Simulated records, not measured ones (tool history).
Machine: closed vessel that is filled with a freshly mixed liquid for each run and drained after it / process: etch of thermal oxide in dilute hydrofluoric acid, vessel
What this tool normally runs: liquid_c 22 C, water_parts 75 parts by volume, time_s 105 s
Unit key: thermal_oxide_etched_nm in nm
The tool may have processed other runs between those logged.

run	hour	liquid_c	water_parts	time_s	wafers since the last listed run	hours since the thermometer was replaced	hours since the hydrofluoric acid flow meter was replaced	hours since the gauge calibration	read-back film thickness of the thermal oxide reference wafer, read on the same gauge (nm)	thermal_oxide_etched_nm
1	0	24	75	105	0	1297.3	1333.5	118.2	100	8.44
2	13.9	21	95	105	1141	1311.2	1347.4	132.1	100	5.81
3	26.7	21	95	105	1050	1324	1360.2	144.9	100.01	5.81
4	44.2	21	95	105	1436	1341.5	1377.7	162.4	99.97	5.76
5	61.7	25	75	105	1436	1359	1395.2	179.9	100.01	8.92
6	78.8	22	75	105	1404	1376.1	1412.3	197	99.99	7.88
7	84.8	22	75	105	492	1382.1	1418.3	203	100.01	7.85
8	92.7	22	75	85	648	1390	1426.2	210.9	100.03	6.37
9	98.8	22	75	85	500	1396.1	1432.3	217	100.01	6.4
10	109.9	22	75	85	911	1407.2	1443.4	228.1	99.96	6.42
11	126.3	22	75	105	1346	1423.6	1459.8	244.5	100.01	7.95
12	137.4	22	75	105	911	1434.7	1470.9	255.6	99.98	7.89
13	154.2	22	45	60	1379	1451.5	1487.7	272.4	100.04	7.78
14	161.8	22	45	60	624	1459.1	1495.3	280	100	7.92
15	167.8	22	75	105	492	1465.1	1501.3	286	100.01	8.01
16	181.3	22	75	80	1108	1478.6	1514.8	299.5	99.98	6.04
17	187.9	21	75	105	541	1485.2	1521.4	306.1	99.98	7.74
# hour 188.9: hydrofluoric acid flow meter replaced
# hour 201.7: thermometer replaced
18	202.9	22	75	105	1067	1.2	14	321.1	99.99	6.49
19	220.7	25	75	150	1461	19	31.8	338.9	99.98	10.6
20	232	19.5	60	150	927	30.3	43.1	350.2	100.01	10.69
21	243	24	75	70	903	41.3	54.1	361.2	100.01	4.71
22	254.4	22	75	105	936	52.7	65.5	372.6	100	6.54
23	268.4	22	75	105	1149	66.7	79.5	386.6	100	6.56
24	281.5	19.5	35	40	1075	79.8	92.6	399.7	99.97	5.1
25	299.2	26.5	45	55	1453	97.5	110.3	417.4	100.01	7.14
26	307.3	23.5	75	85	665	105.6	118.4	425.5	99.99	5.72
# hour 310.3: gauge calibrated
27	314.1	24.5	100	160	558	112.4	125.2	3.8	100	8.1

What will run 28 give?
28	321.8	22	35	50	632	120.1	132.9	11.5	?	?

Run 28 came out at read-back film thickness of the thermal oxide reference wafer, read on the same gauge (nm) 100, thermal_oxide_etched_nm 7.09 nm.
Were there no unlogged condition in the tool, this run, its random variation unchanged, would have produced thermal_oxide_etched_nm 6.81 nm.
